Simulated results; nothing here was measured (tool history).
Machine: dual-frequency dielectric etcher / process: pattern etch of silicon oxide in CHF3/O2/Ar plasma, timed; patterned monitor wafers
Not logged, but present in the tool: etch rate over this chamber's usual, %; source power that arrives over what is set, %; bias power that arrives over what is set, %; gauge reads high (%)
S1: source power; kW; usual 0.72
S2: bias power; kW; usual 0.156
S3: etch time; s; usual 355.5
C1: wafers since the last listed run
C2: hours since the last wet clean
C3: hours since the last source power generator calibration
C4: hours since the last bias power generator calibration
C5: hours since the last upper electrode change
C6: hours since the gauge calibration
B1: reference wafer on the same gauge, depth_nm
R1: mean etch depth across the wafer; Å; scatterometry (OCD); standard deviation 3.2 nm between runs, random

run	hour	S1	S2	S3	C1	C2	C3	C4	C5	C6	B1	R1
1	0	0.72	0.156	355.5	0	22.7	1829.7	2567.4	2408.9	2107.1	781	6987
2	93.8	0.72	0.156	355.5	347	116.5	1923.5	2661.2	2502.7	2200.9	780.6	6996
3	159.4	0.72	0.156	355.5	242	182.1	1989.1	2726.8	2568.3	2266.5	781.7	7001
4	237.3	0.72	0.156	355.5	288	260	2067	2804.7	2646.2	2344.4	780.2	6932
5	306.5	0.79	0.127	355.5	256	329.2	2136.2	2873.9	2715.4	2413.6	780.8	6725
# hour 321.1: gauge calibrated
6	354.9	0.79	0.127	355.5	179	377.6	2184.6	2922.3	2763.8	33.8	780.6	6718
7	414.4	0.79	0.127	355.5	220	437.1	2244.1	2981.8	2823.3	93.3	780.2	6716
# hour 478: wet clean of the chamber
8	478.5	0.72	0.156	355.5	148	0.5	2308.2	3045.9	2887.4	157.4	782.2	6961
# hour 535.6: bias power generator calibrated
9	538.4	0.72	0.156	355.5	206	60.4	2368.1	2.8	2947.3	217.3	781.8	7084
10	607.5	0.72	0.156	355.5	255	129.5	2437.2	71.9	3016.4	286.4	781.8	7045
11	766.1	0.72	0.137	355.5	586	288.1	2595.8	230.5	3175	445	779.4	6777
12	851	0.83	0.183	273	314	373	2680.7	315.4	3259.9	529.9	781.9	6143
13	898	0.66	0.156	355.5	173	420	2727.7	362.4	3306.9	576.9	781	6798
# hour 952.2: wet clean of the chamber
14	952.7	0.72	0.156	355.5	113	0.5	2782.4	417.1	3361.6	631.6	781.5	7139
15	1025.6	0.8	0.12	389	269	73.4	2855.3	490	3434.5	704.5	780.9	7396
16	1117.3	0.72	0.137	422.5	339	165.1	2947	581.7	3526.2	796.2	780.5	8079
17	1163	0.8	0.156	306	169	210.8	2992.7	627.4	3571.9	841.9	781.4	6399
18	1232.6	0.72	0.156	355.5	257	280.4	3062.3	697	3641.5	911.5	780.4	7052
19	1296.6	0.78	0.156	355.5	236	344.4	3126.3	761	3705.5	975.5	780.9	7267
# hour 1326.9: upper electrode replaced, of another model than before
# hour 1351.7: source power generator calibrated
20	1401.5	0.57	0.156	317.5	284	449.3	49.8	865.9	74.6	1080.4	780.8	5489
# hour 1432.4: wet clean of the chamber
21	1475.2	0.58	0.187	400.5	183	42.8	123.5	939.6	148.3	1154.1	782.1	7792
22	1526.6	0.62	0.175	305.5	190	94.2	174.9	991	199.7	1205.5	779.9	5931
23	1563.9	0.84	0.156	285	138	131.5	212.2	1028.3	237	1242.8	780.4	6122
24	1655.4	0.72	0.156	355.5	338	223	303.7	1119.8	328.5	1334.3	780.4	7057
25	1724.5	0.78	0.156	355.5	255	292.1	372.8	1188.9	397.6	1403.4	781.1	7374
26	1820.9	0.86	0.17	251	356	388.5	469.2	1285.3	494	1499.8	781	5776
27	1900.3	0.72	0.117	355.5	293	467.9	548.6	1364.7	573.4	1579.2	780.7	5731
# hour 1970.5: wet clean of the chamber
28	1980.9	0.72	0.179	355.5	209	10.4	629.2	1445.3	654	1659.8	782.2	7657

Branching from run 28: 5 alternative next runs. What would each branch give?
A	1981.4	0.72	0.156	355.5	1	10.9	629.7	1445.8	654.5	1660.3	?	?
B	1981.4	0.72	0.188	405.5	1	10.9	629.7	1445.8	654.5	1660.3	?	?
C	1981.4	0.72	0.166	355.5	1	10.9	629.7	1445.8	654.5	1660.3	?	?
D	1981.4	0.72	0.156	444	1	10.9	629.7	1445.8	654.5	1660.3	?	?
E	1981.4	0.89	0.179	308.5	1	10.9	629.7	1445.8	654.5	1660.3	?	?

run	B1	R1
A	781.1	7075
B	781.1	9043
C	781.1	7357
D	781.1	8836
E	781.1	7494
Without the tool's hidden state the same runs would have given:
run	R1
A	7142
B	9135
C	7428
D	8920
E	7567

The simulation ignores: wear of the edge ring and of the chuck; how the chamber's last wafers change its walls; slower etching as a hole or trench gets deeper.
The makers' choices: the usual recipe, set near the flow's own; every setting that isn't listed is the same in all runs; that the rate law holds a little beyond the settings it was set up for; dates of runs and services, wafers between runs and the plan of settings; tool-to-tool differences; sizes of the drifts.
